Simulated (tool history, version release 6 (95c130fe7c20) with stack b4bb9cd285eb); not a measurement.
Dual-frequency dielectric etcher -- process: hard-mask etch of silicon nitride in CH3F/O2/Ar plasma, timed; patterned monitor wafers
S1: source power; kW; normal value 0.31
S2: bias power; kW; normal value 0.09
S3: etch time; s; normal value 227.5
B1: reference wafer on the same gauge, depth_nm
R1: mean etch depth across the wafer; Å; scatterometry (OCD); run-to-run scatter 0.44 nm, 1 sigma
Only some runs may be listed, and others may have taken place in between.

run	hour	S1	S2	S3	B1	R1
1	0	0.31	0.09	227.5	173.9	1549
2	199.5	0.31	0.09	227.5	170	1513
3	235.9	0.31	0.09	227.5	170.2	1512
4	296.7	0.31	0.09	227.5	170	1521
5	372.6	0.31	0.09	227.5	170.1	1519
6	473.1	0.25	0.096	178	170.2	1176
7	534.6	0.27	0.09	186	170.3	1203
8	583.2	0.31	0.09	227.5	170.6	1525
9	634.5	0.31	0.09	227.5	170.5	1516
10	687	0.26	0.069	204	170.5	1124
11	768.2	0.31	0.083	273	170.6	1747
12	850.6	0.38	0.09	227.5	171	1598
13	922.6	0.31	0.071	227.5	170.9	1329
14	1015.7	0.31	0.09	227.5	171.1	1528
15	1066.4	0.29	0.09	252	171.1	1677
16	1145.7	0.28	0.09	265.5	171.4	1738
17	1211.4	0.31	0.104	204	171.4	1488
18	1284.4	0.31	0.09	227.5	171.4	1526
19	1381.6	0.31	0.09	197.5	171.5	1326
20	1473.6	0.31	0.09	227.5	171.8	1544
21	1534.5	0.31	0.09	227.5	171.7	1534
22	1633.4	0.28	0.09	265.5	171.9	1759
23	1699.9	0.34	0.09	204	172	1399
24	1759.9	0.31	0.07	266.5	172.1	1555
25	1853.6	0.31	0.09	179	172.3	1208
26	1944.1	0.35	0.108	191	172.5	1467
27	2042.1	0.31	0.09	227.5	172.7	1537
28	2146.2	0.36	0.101	253	172.6	1884
29	2252.7	0.25	0.108	264	172.8	1907
30	2320.9	0.25	0.09	249.5	172.9	1626

Between the runs listed above, the log contained 8 entries, not reproduced here. Where in the sequence does each belong, and how does what the log doesn't record of the tool's condition differ from the listed run before to the listed run after?
Between runs 1 and 2: gauge calibrated (hour 136.5); source power generator calibrated (hour 154.7); wet clean of the chamber (hour 185.2)
  gauge reads high (%): 2.31 -> -0.0341
  measured result minus the result with no hidden state, R1: +35 -> -1 Å
Between runs 9 and 10: bias power generator calibrated (hour 643.2)
  gauge reads high (%): 0.325 -> 0.368
  measured result minus the result with no hidden state, R1: +5 -> +4 Å
Between runs 12 and 13: upper electrode replaced (hour 902.1)
  gauge reads high (%): 0.503 -> 0.562
  measured result minus the result with no hidden state, R1: +8 -> +7 Å
Between runs 13 and 14: wet clean of the chamber (hour 1015.2)
  gauge reads high (%): 0.562 -> 0.639
  measured result minus the result with no hidden state, R1: +7 -> +10 Å
Between runs 24 and 25: wet clean of the chamber (hour 1853.1)
  gauge reads high (%): 1.25 -> 1.33
  measured result minus the result with no hidden state, R1: +19 -> +16 Å
Between runs 28 and 29: bias power generator calibrated (hour 2219.5)
  gauge reads high (%): 1.57 -> 1.66
  measured result minus the result with no hidden state, R1: +29 -> +31 Å

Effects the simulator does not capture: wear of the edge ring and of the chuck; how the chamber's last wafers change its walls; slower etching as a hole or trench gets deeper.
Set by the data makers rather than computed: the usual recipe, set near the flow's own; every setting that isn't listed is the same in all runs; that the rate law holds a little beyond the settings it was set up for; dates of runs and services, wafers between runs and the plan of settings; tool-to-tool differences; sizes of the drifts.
